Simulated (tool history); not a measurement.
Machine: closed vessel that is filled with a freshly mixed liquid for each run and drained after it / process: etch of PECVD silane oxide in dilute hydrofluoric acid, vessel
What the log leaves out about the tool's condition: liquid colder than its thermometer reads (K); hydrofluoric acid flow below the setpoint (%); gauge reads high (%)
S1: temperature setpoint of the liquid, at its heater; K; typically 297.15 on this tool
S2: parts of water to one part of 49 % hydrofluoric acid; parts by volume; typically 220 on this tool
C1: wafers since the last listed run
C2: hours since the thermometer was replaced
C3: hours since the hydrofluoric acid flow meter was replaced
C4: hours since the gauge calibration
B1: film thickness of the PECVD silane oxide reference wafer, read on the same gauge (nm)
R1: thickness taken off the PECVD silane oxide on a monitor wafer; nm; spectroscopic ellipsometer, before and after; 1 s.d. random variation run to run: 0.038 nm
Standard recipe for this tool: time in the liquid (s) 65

run 1 hour=0.0 | S1=297.15 S2=220 time_in_the_liquid_(s)=65 | C1=0 C2=1838.2 C3=469.9 C4=220.6 | B1=40.54 | R1=10.96
run 2 hour=33.6 | S1=297.15 S2=220 time_in_the_liquid_(s)=65 | C1=4133 C2=1871.8 C3=503.5 C4=254.2 | B1=40.54 | R1=10.96
run 3 hour=51.6 | S1=297.15 S2=220 time_in_the_liquid_(s)=40 | C1=2214 C2=1889.8 C3=521.5 C4=272.2 | B1=40.57 | R1=6.75
run 4 hour=131.7 | S1=297.15 S2=220 time_in_the_liquid_(s)=40 | C1=9853 C2=1969.9 C3=601.6 C4=352.3 | B1=40.72 | R1=6.74
run 5 hour=220.6 | S1=297.15 S2=220 time_in_the_liquid_(s)=40 | C1=10936 C2=2058.8 C3=690.5 C4=441.2 | B1=40.84 | R1=6.78
run 6 hour=236.7 | S1=297.15 S2=220 time_in_the_liquid_(s)=65 | C1=1980 C2=2074.9 C3=706.6 C4=457.3 | B1=40.89 | R1=11.06
run 7 hour=297.7 | S1=297.15 S2=220 time_in_the_liquid_(s)=65 | C1=7503 C2=2135.9 C3=767.6 C4=518.3 | B1=40.98 | R1=11.10
run 8 hour=320.6 | S1=297.15 S2=220 time_in_the_liquid_(s)=65 | C1=2817 C2=2158.8 C3=790.5 C4=541.2 | B1=41.03 | R1=11.06
run 9 hour=348.6 | S1=297.15 S2=220 time_in_the_liquid_(s)=65 | C1=3444 C2=2186.8 C3=818.5 C4=569.2 | B1=41.07 | R1=11.13
run 10 hour=378.9 | S1=297.15 S2=220 time_in_the_liquid_(s)=65 | C1=3727 C2=2217.1 C3=848.8 C4=599.5 | B1=41.08 | R1=11.10
run 11 hour=396.1 | S1=297.15 S2=220 time_in_the_liquid_(s)=85 | C1=2115 C2=2234.3 C3=866.0 C4=616.7 | B1=41.13 | R1=14.48
run 12 hour=417.2 | S1=297.15 S2=220 time_in_the_liquid_(s)=55 | C1=2595 C2=2255.4 C3=887.1 C4=637.8 | B1=41.15 | R1=9.37
-- hour=419.1 hydrofluoric acid flow meter replaced
run 13 hour=451.8 | S1=297.15 S2=220 time_in_the_liquid_(s)=65 | C1=4133 C2=2290.0 C3=32.7 C4=672.4 | B1=41.21 | R1=11.11
run 14 hour=529.0 | S1=297.15 S2=220 time_in_the_liquid_(s)=65 | C1=9496 C2=2367.2 C3=109.9 C4=749.6 | B1=41.35 | R1=11.20
run 15 hour=559.9 | S1=297.15 S2=220 time_in_the_liquid_(s)=65 | C1=3801 C2=2398.1 C3=140.8 C4=780.5 | B1=41.38 | R1=11.17
run 16 hour=582.6 | S1=297.15 S2=220 time_in_the_liquid_(s)=65 | C1=2792 C2=2420.8 C3=163.5 C4=803.2 | B1=41.42 | R1=11.24
run 17 hour=598.2 | S1=297.15 S2=220 time_in_the_liquid_(s)=65 | C1=1919 C2=2436.4 C3=179.1 C4=818.8 | B1=41.44 | R1=11.21
run 18 hour=610.4 | S1=297.15 S2=250 time_in_the_liquid_(s)=65 | C1=1500 C2=2448.6 C3=191.3 C4=831.0 | B1=41.46 | R1=9.57
run 19 hour=643.3 | S1=299.15 S2=220 time_in_the_liquid_(s)=85 | C1=4047 C2=2481.5 C3=224.2 C4=863.9 | B1=41.50 | R1=15.82
run 20 hour=667.3 | S1=297.15 S2=220 time_in_the_liquid_(s)=40 | C1=2952 C2=2505.5 C3=248.2 C4=887.9 | B1=41.55 | R1=6.92
-- hour=692.1 thermometer replaced
run 21 hour=692.6 | S1=297.15 S2=220 time_in_the_liquid_(s)=65 | C1=2989 C2=0.5 C3=273.5 C4=913.2 | B1=41.59 | R1=11.26
run 22 hour=718.3 | S1=301.15 S2=130 time_in_the_liquid_(s)=65 | C1=3161 C2=26.2 C3=299.2 C4=938.9 | B1=41.61 | R1=24.44
-- hour=722.1 gauge calibrated
run 23 hour=742.5 | S1=297.15 S2=140 time_in_the_liquid_(s)=65 | C1=2976 C2=50.4 C3=323.4 C4=20.4 | B1=40.03 | R1=18.52
run 24 hour=761.3 | S1=297.15 S2=220 time_in_the_liquid_(s)=65 | C1=2312 C2=69.2 C3=342.2 C4=39.2 | B1=40.07 | R1=10.93
run 25 hour=786.5 | S1=300.65 S2=220 time_in_the_liquid_(s)=65 | C1=3099 C2=94.4 C3=367.4 C4=64.4 | B1=40.10 | R1=12.31
run 26 hour=816.9 | S1=297.15 S2=295 time_in_the_liquid_(s)=65 | C1=3739 C2=124.8 C3=397.8 C4=94.8 | B1=40.15 | R1=7.54
run 27 hour=838.8 | S1=297.15 S2=220 time_in_the_liquid_(s)=65 | C1=2694 C2=146.7 C3=419.7 C4=116.7 | B1=40.19 | R1=10.87
run 28 hour=862.2 | S1=293.65 S2=290 time_in_the_liquid_(s)=30 | C1=2878 C2=170.1 C3=443.1 C4=140.1 | B1=40.24 | R1=3.13
run 29 hour=947.9 | S1=297.15 S2=220 time_in_the_liquid_(s)=65 | C1=10542 C2=255.8 C3=528.8 C4=225.8 | B1=40.33 | R1=10.89
run 30 hour=965.2 | S1=297.15 S2=270 time_in_the_liquid_(s)=65 | C1=2128 C2=273.1 C3=546.1 C4=243.1 | B1=40.39 | R1=8.44
run 31 hour=994.4 | S1=292.65 S2=290 time_in_the_liquid_(s)=95 | C1=3592 C2=302.3 C3=575.3 C4=272.3 | B1=40.43 | R1=9.62
run 32 hour=1015.0 | S1=301.65 S2=220 time_in_the_liquid_(s)=45 | C1=2534 C2=322.9 C3=595.9 C4=292.9 | B1=40.47 | R1=8.85
run 33 hour=1033.9 | S1=299.15 S2=220 time_in_the_liquid_(s)=65 | C1=2324 C2=341.8 C3=614.8 C4=311.8 | B1=40.50 | R1=11.75
run 34 hour=1066.1 | S1=293.65 S2=310 time_in_the_liquid_(s)=85 | C1=3961 C2=374.0 C3=647.0 C4=344.0 | B1=40.55 | R1=8.27

Across each entry between runs, compare the hidden state at the last listed run before it with the hidden state at the first listed run after it:
Logged between run 12 and run 13: hydrofluoric acid flow meter replaced (hour 419.1)
  gauge reads high (%): 2.89 -> 3.03
  difference, measured minus the result without the unlogged condition, R1: +0.26 -> +0.33 nm
Logged between run 20 and run 21: thermometer replaced (hour 692.1)
  gauge reads high (%): 3.87 -> 3.97
  difference, measured minus the result without the unlogged condition, R1: +0.25 -> +0.43 nm
Logged between run 22 and run 23: gauge calibrated (hour 722.1)
  gauge reads high (%): 4.07 -> 0.105
  difference, measured minus the result without the unlogged condition, R1: +0.95 -> +0.02 nm

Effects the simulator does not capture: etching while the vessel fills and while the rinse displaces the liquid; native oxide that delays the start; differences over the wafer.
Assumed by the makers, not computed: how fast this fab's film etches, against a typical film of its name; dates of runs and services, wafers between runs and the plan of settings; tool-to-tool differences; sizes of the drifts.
